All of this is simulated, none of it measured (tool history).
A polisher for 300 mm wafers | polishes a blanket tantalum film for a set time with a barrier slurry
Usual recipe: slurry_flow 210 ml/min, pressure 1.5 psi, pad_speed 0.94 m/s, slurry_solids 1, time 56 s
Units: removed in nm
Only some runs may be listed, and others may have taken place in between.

run   hour  slurry_flow  pressure  pad_speed  slurry_solids  time  incoming thickness of the incoming film, nm  removed
  1      0          210       1.5       0.94              1    56                                        190.2     58.1
      10.3  -- worn pad replaced by a new one
      28.8  -- slurry blender recalibrated
      30.2  -- slurry nozzle cleaned
  2   30.7          210       1.5       0.94              1    56                                        190.6     61.3
  3   98.3          210       1.5       0.94              1    56                                        190.7     60.1
  4  115.6          210       1.5       0.94              1    56                                        187.7     59.5
  5  133.4          210       1.4       0.94              1    67                                        187.6     68.3
  6  152.6          210       1.4       0.94              1    67                                        187.3     67.7
  7  169.8          210       1.5       0.94           1.15    56                                        189.6     60.8
     185.5  -- head pressure recalibrated
  8  204.1          260       1.3       0.94              1    56                                        188.7     52.6
  9  217.8          210       1.5       0.94              1    56                                        192.2     57.6
     303.8  -- slurry nozzle cleaned
 10  304.3          210       1.5       0.94              1    56                                        193.4     57.4
     319.8  -- worn pad replaced by a new one
 11    326          210       1.5       0.94              1    56                                        192.4     57.4
 12  344.7          210       1.5       0.94              1    56                                        189.6     58.1
     404.5  -- slurry blender recalibrated
 13  444.1          210       1.5       0.94            0.9    56                                        188.9     58.8
 14    465          210       1.9       0.94              1    36                                          192     46.2
 15  482.1          210       1.5       0.94              1    56                                        193.4     60.1
 16  499.5          210       1.5       0.94           1.15    64                                        191.9       70
 17  535.1          210       1.1       0.94              1    56                                        191.1     46.7
     537.9  -- head pressure recalibrated
 18  554.1          210         2       0.94           1.15    56                                        189.7     74.4
 19  567.1          180       1.2       0.94            0.8    56                                        187.5     44.4
 20  585.8          280       1.8       0.94              1    56                                        189.5     67.8
     595.6  -- slurry nozzle cleaned
 21  610.4          210       1.5       0.94              1    56                                        190.5     57.2
     629.8  -- worn pad replaced by a new one
 22  641.6          185       1.5       0.94              1    56                                        189.2     57.1
 23  676.8          210       1.5       0.94              1    56                                        189.3     57.4
 24  709.2          210         1       0.94           0.75    56                                        188.9       40
     718.1  -- slurry blender recalibrated
 25    745          160       1.5       0.94           0.75    65                                        189.7     61.3
 26  780.6          275       1.5       0.94              1    44                                        191.6     48.3
 27  809.8          210       1.5       0.94              1    56                                        190.7     59.1
 28    841          210       1.5       0.94            0.8    56                                        186.1     55.6
     877.9  -- head pressure recalibrated
 29  878.4          210       1.2       0.94              1    36                                          188     30.9
     884.6  -- slurry nozzle cleaned
     959.6  -- worn pad replaced by a new one
 30  977.7          210       1.5       0.74              1    56                                        190.1     44.7
 31  998.4          270       1.5       1.26              1    56                                        190.7     79.1

Consider 3 possible next runs. They are alternatives, not a sequence: every one starts from the tool as it was left by run 31. What does each give?
  A  998.8          210       1.5       0.94              1    43                                        190.3        ?
  B  998.8          190       1.9       1.06            0.8    56                                        190.3        ?
  C  998.8          265       1.7       1.22           0.85    56                                        190.3        ?

run  removed
  A     43.9
  B       72
  C     80.5
Without the tool's hidden state the same runs would have given:
run  removed
  A     45.3
  B     74.7
  C     83.4
